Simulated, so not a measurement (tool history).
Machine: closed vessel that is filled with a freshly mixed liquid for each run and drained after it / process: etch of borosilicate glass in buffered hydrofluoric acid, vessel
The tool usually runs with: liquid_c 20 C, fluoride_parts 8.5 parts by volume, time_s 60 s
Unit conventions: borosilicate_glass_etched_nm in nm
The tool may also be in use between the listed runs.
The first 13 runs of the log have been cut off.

run,hour,liquid_c,fluoride_parts,time_s,"read-back film thickness of the borosilicate glass reference wafer, read on the same gauge (nm)",borosilicate_glass_etched_nm
14,1157.8,20,8.5,70,29.98,78.33
15,1211.2,20,8.5,70,29.98,79.1
# hour 1224.1: thermometer replaced
16,1301.2,20,8.5,70,29.98,79.27
17,1355.3,20,8.5,75,30.01,85
18,1424.4,17.5,5,75,29.97,123.89
# hour 1430.8: gauge calibrated
19,1465.1,21.5,8.5,50,30.01,60.73
20,1568.2,20,8.5,70,30.02,79.33
21,1633.5,23.5,5.5,60,29.98,126.66
22,1708.8,17,11,50,29.98,38.26
23,1764.5,20,8.5,60,29.99,68.25
24,1851.4,20,8.5,30,30,33.77
25,1910.1,17,11.5,60,30.01,43.94
26,1963.3,17,8.5,30,30.01,28.99
27,2013.8,20,8.5,40,29.98,45.08
28,2071.3,23,8.5,60,29.98,78.88
29,2109.1,20,11,60,30.01,54.65
30,2193.3,20,5,85,29.99,160.7
# hour 2277.3: hydrofluoric acid flow meter replaced
31,2291.4,20,8.5,60,29.99,66.96
32,2371.9,20,8.5,60,30,68.25
33,2455.8,23.5,5,70,30.01,158.22

Each row is a separate what-if for the run after 33, all from the same tool condition, not one after another. Results?
A,2456.5,20,8.5,60,?,?
B,2456.5,22,11,90,?,?
C,2456.5,20,11.5,30,?,?
D,2456.5,22,6,45,?,?

run,"read-back film thickness of the borosilicate glass reference wafer, read on the same gauge (nm)",borosilicate_glass_etched_nm
A,30,68.14
B,30,90.97
C,30,26.02
D,30,81.1
Without the tool's unlogged condition, the same runs would have read:
run,borosilicate_glass_etched_nm
A,68.14
B,90.97
C,26.02
D,81.1

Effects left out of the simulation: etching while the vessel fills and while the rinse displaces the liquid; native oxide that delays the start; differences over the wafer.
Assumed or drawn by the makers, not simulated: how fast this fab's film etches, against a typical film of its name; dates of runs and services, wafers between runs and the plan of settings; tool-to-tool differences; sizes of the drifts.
